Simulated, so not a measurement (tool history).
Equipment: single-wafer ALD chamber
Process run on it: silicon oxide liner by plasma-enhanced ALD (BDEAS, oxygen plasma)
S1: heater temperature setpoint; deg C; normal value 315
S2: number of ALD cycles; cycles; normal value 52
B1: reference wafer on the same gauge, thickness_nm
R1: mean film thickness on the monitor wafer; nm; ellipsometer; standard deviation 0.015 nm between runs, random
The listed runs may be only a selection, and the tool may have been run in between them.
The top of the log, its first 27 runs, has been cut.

Run 28, hour 681.4: usual settings but S2 56 cycles; B1 5.270. Result: R1 4.913 nm.
Run 29, hour 714.8: usual settings but S1 327 deg C, S2 57 cycles; B1 5.270. Result: R1 4.909 nm.
Run 30, hour 735.0: usual settings but S1 302 deg C, S2 42 cycles; B1 5.279. Result: R1 3.758 nm.
Run 31, hour 768.5: usual settings but S1 310 deg C, S2 44 cycles; B1 5.277. Result: R1 3.900 nm.
Run 32, hour 796.3: usual settings but S2 62 cycles; B1 5.278. Result: R1 5.482 nm.
Run 33, hour 838.1: usual settings but S2 56 cycles; B1 5.290. Result: R1 4.909 nm.
Run 34, hour 853.6: usual settings but S1 308 deg C; B1 5.291. Result: R1 4.626 nm.
Run 35, hour 872.1: usual settings; B1 5.289. Result: R1 4.570 nm.
Run 36, hour 899.1: usual settings but S1 327 deg C; B1 5.294. Result: R1 4.504 nm.
Run 37, hour 911.5: usual settings but S1 330 deg C, S2 55 cycles; B1 5.291. Result: R1 4.752 nm.

Each row is a separate what-if for the run after 37, all from the same tool condition, not one after another. Results?
Run A, hour 912.0: usual settings; B1 ?. Result: R1 ?.
Run B, hour 912.0: usual settings but S1 328 deg C, S2 57 cycles; B1 ?. Result: R1 ?.
Run C, hour 912.0: usual settings but S1 322 deg C, S2 47 cycles; B1 ?. Result: R1 ?.
Run D, hour 912.0: usual settings but S1 323 deg C, S2 45 cycles; B1 ?. Result: R1 ?.
Run E, hour 912.0: usual settings but S1 305 deg C, S2 62 cycles; B1 ?. Result: R1 ?.

run     B1     R1
  A  5.293  4.595
  B  5.293  4.954
  C  5.293  4.116
  D  5.293  3.936
  E  5.293  5.547
Take away the tool's hidden state, keep each run's random variation, and the runs would have read:
run     R1
  A  4.565
  B  4.922
  C  4.090
  D  3.911
  E  5.511
